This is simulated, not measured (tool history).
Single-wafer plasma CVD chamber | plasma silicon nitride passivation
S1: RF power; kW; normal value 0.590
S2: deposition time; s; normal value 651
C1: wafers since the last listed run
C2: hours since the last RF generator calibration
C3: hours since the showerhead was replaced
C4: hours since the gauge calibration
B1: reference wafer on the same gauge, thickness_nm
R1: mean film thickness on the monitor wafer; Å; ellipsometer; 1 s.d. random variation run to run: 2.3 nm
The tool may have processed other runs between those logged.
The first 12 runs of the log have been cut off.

run	day	S1	S2	C1	C2	C3	C4	B1	R1
13	21.775	0.590	651	85	1607.5	2470.7	1743.1	956.527	9733.85
# day 22.471: gauge calibrated
14	24.146	0.590	651	116	1664.4	2527.6	40.2	957.908	9710.89
15	25.679	0.555	595	75	1701.2	2564.4	77.0	956.732	8812.87
16	27.542	0.555	595	91	1745.9	2609.1	121.7	957.211	8774.06
17	28.554	0.590	699	49	1770.2	2633.4	146.0	957.012	10439.29
18	30.433	0.590	699	92	1815.3	2678.5	191.1	956.321	10430.69
# day 32.950: RF generator calibrated
19	32.971	0.660	559	107	0.5	2739.4	252.0	957.294	8608.49
20	35.383	0.590	651	118	58.4	2797.3	309.9	956.966	9842.37
21	36.975	0.475	708	77	96.6	2835.5	348.1	957.280	10343.51
22	39.050	0.645	588	101	146.4	2885.3	397.9	957.266	9023.96
23	40.917	0.590	651	91	191.2	2930.1	442.7	957.438	9835.09
24	43.642	0.655	724	133	256.6	2995.5	508.1	956.482	11211.81
25	46.562	0.590	726	143	326.7	3065.6	578.2	956.717	10977.47
26	48.358	0.515	651	87	369.8	3108.7	621.3	956.996	9576.81
# day 49.654: showerhead replaced
27	49.754	0.515	757	52	403.3	2.4	654.8	956.888	11187.95
28	52.629	0.660	689	140	472.3	71.4	723.8	956.907	10610.96
29	54.650	0.625	580	99	520.8	119.9	772.3	957.776	8858.67
30	55.917	0.535	752	62	551.2	150.3	802.7	958.084	11160.18
31	57.658	0.590	730	85	593.0	192.1	844.5	957.134	11064.96
32	59.442	0.550	651	87	635.8	234.9	887.3	957.269	9714.50
33	61.092	0.590	651	80	675.4	274.5	926.9	956.592	9829.23
34	69.283	0.660	608	401	872.0	471.1	1123.5	956.809	9363.46
35	71.375	0.665	540	102	922.2	521.3	1173.7	957.772	8310.68
36	73.750	0.515	597	116	979.2	578.3	1230.7	957.409	8784.14

What if the next run were any one of these 4? Each begins from the tool's condition after run 36:
A	73.775	0.590	558	1	979.8	578.9	1231.3	?	?
B	73.775	0.695	723	1	979.8	578.9	1231.3	?	?
C	73.775	0.630	768	1	979.8	578.9	1231.3	?	?
D	73.775	0.555	533	1	979.8	578.9	1231.3	?	?

run	B1	R1
A	956.338	8394.05
B	956.338	11199.76
C	956.338	11686.84
D	956.338	7934.65
With the hidden condition removed and each run's random variation left untouched, the same runs would have given:
run	R1
A	8425.88
B	11242.23
C	11731.16
D	7964.74
